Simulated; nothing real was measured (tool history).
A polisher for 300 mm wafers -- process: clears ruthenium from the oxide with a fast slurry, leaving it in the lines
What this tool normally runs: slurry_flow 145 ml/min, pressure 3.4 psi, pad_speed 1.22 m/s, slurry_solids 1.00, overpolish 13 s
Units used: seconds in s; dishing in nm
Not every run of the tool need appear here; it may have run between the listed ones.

run,hour,slurry_flow,pressure,pad_speed,slurry_solids,overpolish,wafers since the last listed run,wafers polished on this pad,hours since the slurry nozzle was cleaned,hours since the head pressure was calibrated,hours since the slurry blender was calibrated,"incoming thickness of the incoming film, nm",seconds,dishing
1,0.0,110,3.4,1.22,1.00,13,0,44,282.2,902.0,89.6,269.9,52.9,45.4
2,10.8,110,3.4,1.22,1.00,13,100,144,293.0,912.8,100.4,267.1,52.4,45.1
3,24.7,145,3.4,1.22,1.00,13,129,273,306.9,926.7,114.3,265.5,51.5,50.2
4,37.7,145,3.0,1.22,1.00,13,120,394,319.9,939.7,127.3,274.3,58.9,43.8
5,45.2,145,3.0,1.22,1.00,13,69,464,327.4,947.2,134.8,273.5,59.6,44.8
6,58.0,145,3.4,1.12,1.10,13,118,583,340.2,960.0,147.6,269.9,53.0,45.2
7,74.0,155,3.4,1.22,1.00,13,148,731,356.2,976.0,163.6,264.8,51.1,49.3
8,80.3,155,3.4,1.22,1.00,13,58,790,362.5,982.3,169.9,270.6,52.0,48.9
9,94.7,155,3.4,1.22,1.00,13,133,924,376.9,996.7,184.3,269.3,52.4,47.5
10,111.6,145,3.4,1.22,1.00,13,156,1081,393.8,1013.6,201.2,266.9,51.4,47.1
11,126.7,145,3.4,1.22,1.00,13,140,1221,408.9,1028.7,216.3,268.1,52.0,48.4
# hour 132.9: worn pad replaced by a new one
12,137.9,145,3.4,1.22,1.00,13,66,46,420.1,1039.9,227.5,271.3,53.3,48.2
13,144.5,145,4.5,1.22,1.15,17,61,107,426.7,1046.5,234.1,273.1,39.8,76.5
14,156.6,155,3.4,1.22,1.00,13,112,219,438.8,1058.6,246.2,269.3,53.1,48.1
15,173.7,145,4.5,1.22,1.15,17,158,378,455.9,1075.7,263.3,274.4,38.8,77.1
# hour 176.9: slurry blender recalibrated
# hour 204.8: head pressure recalibrated
# hour 217.3: slurry nozzle cleaned
16,217.8,145,3.4,1.22,0.70,11,363,741,0.5,13.0,40.9,266.4,53.6,40.2
17,228.2,145,3.4,1.08,1.20,13,96,838,10.9,23.4,51.3,269.4,54.0,48.1
18,235.8,100,3.4,1.56,1.00,15,70,909,18.5,31.0,58.9,272.9,41.7,68.7
19,247.8,145,2.2,1.22,1.00,13,111,1020,30.5,43.0,70.9,269.9,75.4,32.8
20,258.0,145,3.4,1.22,0.90,9,94,1115,40.7,53.2,81.1,268.4,51.5,35.3
# hour 263.8: worn pad replaced by a new one
21,306.1,145,3.4,1.22,1.00,13,409,393,88.8,101.3,129.2,268.8,51.1,48.7
22,320.4,95,2.6,1.02,1.00,13,132,526,103.1,115.6,143.5,273.4,86.9,31.4
23,335.8,145,2.9,1.22,1.00,13,143,669,118.5,131.0,158.9,270.6,59.4,41.4
24,353.0,145,2.9,1.44,1.00,13,159,829,135.7,148.2,176.1,269.0,49.6,48.9
25,366.3,145,2.4,1.22,1.00,10,123,952,149.0,161.5,189.4,267.9,73.8,28.5

Each row is a separate what-if for the run after 25, all from the same tool condition, not one after another. Results?
A,366.7,145,3.4,1.22,1.00,13,1,953,149.4,161.9,189.8,271.9,?,?
B,366.7,175,3.4,1.22,1.00,13,1,953,149.4,161.9,189.8,271.9,?,?
C,366.7,120,3.4,1.50,1.00,21,1,953,149.4,161.9,189.8,271.9,?,?

run,seconds,dishing
A,53.1,49.0
B,51.8,50.1
C,44.4,83.4
Had the tool no hidden state, the same runs would have come out as:
run,seconds,dishing
A,46.9,54.6
B,45.7,55.7
C,39.2,91.4
